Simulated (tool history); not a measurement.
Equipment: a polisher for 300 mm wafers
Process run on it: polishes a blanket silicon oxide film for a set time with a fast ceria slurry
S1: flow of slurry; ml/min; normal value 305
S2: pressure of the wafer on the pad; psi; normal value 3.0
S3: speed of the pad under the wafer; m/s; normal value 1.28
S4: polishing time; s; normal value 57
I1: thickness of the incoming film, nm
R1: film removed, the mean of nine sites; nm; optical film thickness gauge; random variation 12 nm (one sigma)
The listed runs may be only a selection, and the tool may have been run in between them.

run 1 hour=0.0 | S1=380 S2=3.0 S3=1.60 S4=57 | I1=3493.5 | R1=1511.5
run 2 hour=14.8 | S1=305 S2=2.7 S3=1.28 S4=57 | I1=3388.0 | R1=1088.2
run 3 hour=25.7 | S1=305 S2=3.0 S3=1.00 S4=57 | I1=3515.7 | R1=940.2
run 4 hour=31.8 | S1=305 S2=3.0 S3=1.00 S4=57 | I1=3406.1 | R1=911.8
run 5 hour=48.4 | S1=305 S2=3.0 S3=0.96 S4=57 | I1=3509.0 | R1=873.6
run 6 hour=60.2 | S1=285 S2=3.4 S3=1.28 S4=57 | I1=3482.7 | R1=1339.4
-- hour=66.5 worn pad replaced by a new one
run 7 hour=68.9 | S1=285 S2=3.4 S3=1.28 S4=57 | I1=3470.7 | R1=1327.7
run 8 hour=78.3 | S1=285 S2=3.4 S3=1.28 S4=57 | I1=3404.0 | R1=1323.5
run 9 hour=87.9 | S1=305 S2=3.5 S3=1.28 S4=57 | I1=3484.2 | R1=1354.0
run 10 hour=101.3 | S1=305 S2=3.5 S3=1.28 S4=57 | I1=3445.2 | R1=1353.2
-- hour=134.5 head pressure recalibrated
run 11 hour=152.7 | S1=305 S2=3.5 S3=1.28 S4=57 | I1=3478.2 | R1=1423.6
-- hour=160.2 slurry nozzle cleaned
run 12 hour=168.9 | S1=305 S2=3.0 S3=1.28 S4=57 | I1=3435.1 | R1=1218.4
-- hour=178.9 worn pad replaced by a new one
run 13 hour=182.8 | S1=305 S2=3.0 S3=1.28 S4=57 | I1=3469.0 | R1=1228.1
run 14 hour=199.9 | S1=305 S2=3.0 S3=1.28 S4=57 | I1=3455.1 | R1=1227.9
run 15 hour=213.4 | S1=375 S2=2.6 S3=1.16 S4=67 | I1=3461.2 | R1=1135.0
run 16 hour=226.1 | S1=305 S2=3.0 S3=0.98 S4=38 | I1=3433.3 | R1=626.6
run 17 hour=241.8 | S1=305 S2=3.0 S3=1.28 S4=57 | I1=3429.9 | R1=1235.4
run 18 hour=266.7 | S1=305 S2=2.5 S3=1.28 S4=57 | I1=3465.1 | R1=1023.0
run 19 hour=281.5 | S1=305 S2=3.9 S3=1.28 S4=57 | I1=3461.8 | R1=1592.4
-- hour=312.2 worn pad replaced by a new one
run 20 hour=313.7 | S1=305 S2=3.0 S3=1.50 S4=57 | I1=3466.6 | R1=1448.8
run 21 hour=324.5 | S1=380 S2=3.7 S3=1.14 S4=72 | I1=3439.5 | R1=1724.6
run 22 hour=333.1 | S1=305 S2=3.0 S3=1.28 S4=57 | I1=3509.9 | R1=1203.8
run 23 hour=345.6 | S1=305 S2=3.0 S3=1.28 S4=57 | I1=3414.3 | R1=1209.0
run 24 hour=360.9 | S1=305 S2=2.1 S3=1.28 S4=50 | I1=3502.0 | R1=758.2
run 25 hour=368.3 | S1=305 S2=2.4 S3=1.28 S4=57 | I1=3450.8 | R1=992.9
run 26 hour=382.8 | S1=405 S2=3.0 S3=1.68 S4=49 | I1=3442.7 | R1=1386.4
run 27 hour=397.1 | S1=335 S2=3.0 S3=1.58 S4=57 | I1=3492.0 | R1=1523.4
run 28 hour=405.8 | S1=305 S2=3.0 S3=1.28 S4=57 | I1=3415.8 | R1=1223.7
run 29 hour=418.7 | S1=305 S2=3.0 S3=1.28 S4=57 | I1=3455.8 | R1=1223.7
run 30 hour=428.0 | S1=305 S2=3.0 S3=1.40 S4=57 | I1=3450.3 | R1=1339.1
run 31 hour=445.8 | S1=200 S2=3.0 S3=1.58 S4=44 | I1=3443.4 | R1=1128.2
-- hour=455.1 worn pad replaced by a new one
run 32 hour=455.6 | S1=305 S2=2.1 S3=1.28 S4=57 | I1=3455.2 | R1=869.7
run 33 hour=467.4 | S1=305 S2=3.0 S3=1.40 S4=57 | I1=3456.6 | R1=1336.2
run 34 hour=475.1 | S1=305 S2=3.0 S3=1.28 S4=57 | I1=3481.2 | R1=1212.5
run 35 hour=485.6 | S1=305 S2=2.1 S3=1.54 S4=57 | I1=3454.4 | R1=1025.1
run 36 hour=491.8 | S1=305 S2=3.0 S3=1.44 S4=57 | I1=3442.8 | R1=1354.6
run 37 hour=501.3 | S1=305 S2=2.1 S3=1.54 S4=57 | I1=3486.1 | R1=1014.3
run 38 hour=518.0 | S1=305 S2=3.0 S3=1.62 S4=57 | I1=3472.3 | R1=1533.2

The logged runs with the hidden state left out (each run's random variation unchanged):
The hidden state here: removal rate lost through wear of the pad, %; slurry flow missing at the pad, %; deviation of the head's pressure from its setpoint, %.
run=1 R1=1614.1
run=2 R1=1165.0
run=3 R1=1008.4
run=4 R1=979.0
run=5 R1=940.7
run=6 R1=1445.4
run=7 R1=1435.0
run=8 R1=1433.0
run=9 R1=1468.6
run=10 R1=1471.4
run=11 R1=1468.7
run=12 R1=1257.1
run=13 R1=1267.3
run=14 R1=1267.3
run=15 R1=1171.6
run=16 R1=646.9
run=17 R1=1275.9
run=18 R1=1057.1
run=19 R1=1646.1
run=20 R1=1499.2
run=21 R1=1785.3
run=22 R1=1246.5
run=23 R1=1252.5
run=24 R1=785.9
run=25 R1=1029.6
run=26 R1=1438.6
run=27 R1=1581.9
run=28 R1=1271.2
run=29 R1=1272.1
run=30 R1=1392.8
run=31 R1=1174.6
run=32 R1=906.0
run=33 R1=1393.0
run=34 R1=1264.7
run=35 R1=1069.9
run=36 R1=1414.5
run=37 R1=1059.8
run=38 R1=1603.9
